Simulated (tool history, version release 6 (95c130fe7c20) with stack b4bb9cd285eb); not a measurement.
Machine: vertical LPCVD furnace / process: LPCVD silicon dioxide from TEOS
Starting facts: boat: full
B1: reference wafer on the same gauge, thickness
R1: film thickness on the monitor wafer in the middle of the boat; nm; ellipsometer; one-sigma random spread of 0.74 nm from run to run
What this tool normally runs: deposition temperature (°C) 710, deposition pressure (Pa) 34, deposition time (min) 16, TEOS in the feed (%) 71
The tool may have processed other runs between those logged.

{"run": 1, "hour": 0.0, "deposition temperature (°C)": 710, "deposition pressure (Pa)": 34, "deposition time (min)": 16, "TEOS in the feed (%)": 71, "B1": 168.15, "R1": 154.93}
{"run": 2, "hour": 58.7, "deposition temperature (°C)": 710, "deposition pressure (Pa)": 34, "deposition time (min)": 16, "TEOS in the feed (%)": 71, "B1": 168.19, "R1": 157.39}
{"run": 3, "hour": 113.3, "deposition temperature (°C)": 710, "deposition pressure (Pa)": 34, "deposition time (min)": 16, "TEOS in the feed (%)": 71, "B1": 167.93, "R1": 158.03}
{"run": 4, "hour": 178.2, "deposition temperature (°C)": 710, "deposition pressure (Pa)": 34, "deposition time (min)": 16, "TEOS in the feed (%)": 71, "B1": 167.91, "R1": 157.39}
{"run": 5, "hour": 205.5, "deposition temperature (°C)": 710, "deposition pressure (Pa)": 34, "deposition time (min)": 16, "TEOS in the feed (%)": 71, "B1": 167.74, "R1": 159.18}
{"run": 6, "hour": 265.1, "deposition temperature (°C)": 710, "deposition pressure (Pa)": 34, "deposition time (min)": 16, "TEOS in the feed (%)": 71, "B1": 168.07, "R1": 159.06}
{"run": 7, "hour": 299.2, "deposition temperature (°C)": 710, "deposition pressure (Pa)": 34, "deposition time (min)": 16, "TEOS in the feed (%)": 71, "B1": 167.99, "R1": 160.7}
{"run": 8, "hour": 378.0, "deposition temperature (°C)": 701, "deposition pressure (Pa)": 34, "deposition time (min)": 16, "TEOS in the feed (%)": 71, "B1": 168.16, "R1": 117.18}
{"run": 9, "hour": 428.1, "deposition temperature (°C)": 710, "deposition pressure (Pa)": 34, "deposition time (min)": 16, "TEOS in the feed (%)": 71, "B1": 168.03, "R1": 145.64}
{"run": 10, "hour": 477.0, "deposition temperature (°C)": 710, "deposition pressure (Pa)": 30, "deposition time (min)": 21.5, "TEOS in the feed (%)": 64, "B1": 168.19, "R1": 173.45}
{"run": 11, "hour": 531.5, "deposition temperature (°C)": 710, "deposition pressure (Pa)": 34, "deposition time (min)": 16, "TEOS in the feed (%)": 71, "B1": 168.04, "R1": 144.31}
{"run": 12, "hour": 599.1, "deposition temperature (°C)": 716, "deposition pressure (Pa)": 38, "deposition time (min)": 16, "TEOS in the feed (%)": 62, "B1": 167.74, "R1": 163.35}
{"run": 13, "hour": 647.0, "deposition temperature (°C)": 714, "deposition pressure (Pa)": 27.3, "deposition time (min)": 16, "TEOS in the feed (%)": 71, "B1": 167.94, "R1": 142.25}
{"run": 14, "hour": 692.6, "deposition temperature (°C)": 710, "deposition pressure (Pa)": 30.7, "deposition time (min)": 18, "TEOS in the feed (%)": 71, "B1": 167.97, "R1": 154.06}
{"run": 15, "hour": 746.5, "deposition temperature (°C)": 715, "deposition pressure (Pa)": 34, "deposition time (min)": 16, "TEOS in the feed (%)": 71, "B1": 168.3, "R1": 160.37}

Not shown: 4 entries that the log had between the listed runs. Between which runs, and how does the tool's hidden state differ before and after?
From run 7 to run 8: thermocouples replaced and temperature profile calibrated (hour 330.8); TEOS flow controller replaced (hour 377.5)
  true tube temperature minus thermocouple reading, K: 4.61 -> 0.231
  difference, measured minus the result without the unlogged condition, R1: +15.95 -> +0.63 nm
From run 10 to run 11: pressure gauge zeroed (hour 506.1)
  true tube temperature minus thermocouple reading, K: 0.245 -> 0.259
  difference, measured minus the result without the unlogged condition, R1: +0.96 -> +0.85 nm
From run 11 to run 12: gauge calibrated (hour 567.9)
  true tube temperature minus thermocouple reading, K: 0.259 -> 0.282
  difference, measured minus the result without the unlogged condition, R1: +0.85 -> +1.03 nm
